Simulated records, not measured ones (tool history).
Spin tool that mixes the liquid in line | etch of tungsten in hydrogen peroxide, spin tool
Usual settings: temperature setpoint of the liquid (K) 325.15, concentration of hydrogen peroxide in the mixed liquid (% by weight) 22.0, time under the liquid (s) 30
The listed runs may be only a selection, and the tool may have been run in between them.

run,hour,temperature setpoint of the liquid (K),concentration of hydrogen peroxide in the mixed liquid (% by weight),time under the liquid (s),wafers since the last listed run,hours since the thermometer was replaced,hours since the peroxide flow meter was replaced,hours since the heated supply line was repaired,hours since the drum of peroxide was connected,hours since the gauge calibration,"read-back film thickness of the tungsten reference wafer, read on the same gauge (nm)",thickness taken off the tungsten on a monitor wafer (angstrom)
1,0.0,325.15,23.5,35,0,949.2,1021.6,3498.2,592.3,395.0,39.99,627.8
2,35.3,325.15,23.5,35,610,984.5,1056.9,3533.5,627.6,430.3,39.97,625.4
3,54.0,318.15,22.0,30,323,1003.2,1075.6,3552.2,646.3,449.0,40.04,337.4
4,88.3,318.15,22.0,30,593,1037.5,1109.9,3586.5,680.6,483.3,40.04,339.8
5,101.4,325.15,22.0,30,226,1050.6,1123.0,3599.6,693.7,496.4,40.03,525.0
# hour 105.8: gauge calibrated
6,127.1,325.15,22.0,30,444,1076.3,1148.7,3625.3,719.4,21.3,40.01,518.9
7,162.0,325.15,22.0,30,604,1111.2,1183.6,3660.2,754.3,56.2,39.99,521.7
8,196.1,325.15,22.0,30,590,1145.3,1217.7,3694.3,788.4,90.3,40.00,517.6
# hour 202.2: peroxide flow meter replaced
9,228.5,325.15,22.0,30,543,1177.7,26.3,3726.7,820.8,122.7,39.98,494.8
10,242.5,325.15,22.0,30,242,1191.7,40.3,3740.7,834.8,136.7,40.01,503.1
11,256.9,325.15,18.0,30,249,1206.1,54.7,3755.1,849.2,151.1,40.01,449.6
# hour 285.3: thermometer replaced
12,292.8,325.15,22.0,15,604,7.5,90.6,3791.0,885.1,187.0,39.97,251.7
13,314.4,325.15,22.0,30,373,29.1,112.2,3812.6,906.7,208.6,40.03,505.6
14,336.5,325.15,22.0,30,382,51.2,134.3,3834.7,928.8,230.7,40.00,497.2
# hour 356.3: new drum of peroxide connected
15,363.7,321.65,22.0,50,453,78.4,161.5,3861.9,7.4,257.9,40.01,673.7
16,399.5,318.15,22.0,30,619,114.2,197.3,3897.7,43.2,293.7,40.01,325.2
# hour 405.7: heated supply line repaired
17,430.7,325.15,25.0,40,522,145.4,228.5,25.0,74.4,324.9,40.01,711.3
18,466.6,325.15,22.0,30,621,181.3,264.4,60.9,110.3,360.8,39.97,506.9
19,484.1,325.15,19.5,20,302,198.8,281.9,78.4,127.8,378.3,40.01,315.9
20,516.5,327.65,19.0,15,560,231.2,314.3,110.8,160.2,410.7,39.97,271.8
21,536.1,331.15,20.5,15,339,250.8,333.9,130.4,179.8,430.3,39.98,346.6
22,555.1,325.15,22.0,30,328,269.8,352.9,149.4,198.8,449.3,40.00,503.6
23,590.4,325.15,25.0,30,610,305.1,388.2,184.7,234.1,484.6,39.98,541.1
24,614.6,332.65,28.0,25,418,329.3,412.4,208.9,258.3,508.8,39.99,745.5
# hour 636.7: gauge calibrated
25,643.9,325.15,27.0,30,507,358.6,441.7,238.2,287.6,7.2,40.00,564.0
26,674.8,322.65,22.0,30,534,389.5,472.6,269.1,318.5,38.1,39.97,433.4
27,691.7,325.15,24.5,40,292,406.4,489.5,286.0,335.4,55.0,39.97,716.7

Below are 3 alternative next runs, each starting from the tool's condition after run 27. Predict each:
A,692.1,325.15,22.0,30,6,406.8,489.9,286.4,335.8,55.4,?,?
B,692.1,325.15,16.0,30,6,406.8,489.9,286.4,335.8,55.4,?,?
C,692.1,330.15,25.5,30,6,406.8,489.9,286.4,335.8,55.4,?,?

run,"read-back film thickness of the tungsten reference wafer, read on the same gauge (nm)",thickness taken off the tungsten on a monitor wafer (angstrom)
A,40.02,509.2
B,40.02,434.3
C,40.02,738.1
The same runs, with their run-to-run variation unchanged, on a tool lacking any hidden condition would have given:
run,thickness taken off the tungsten on a monitor wafer (angstrom)
A,495.0
B,422.2
C,717.4

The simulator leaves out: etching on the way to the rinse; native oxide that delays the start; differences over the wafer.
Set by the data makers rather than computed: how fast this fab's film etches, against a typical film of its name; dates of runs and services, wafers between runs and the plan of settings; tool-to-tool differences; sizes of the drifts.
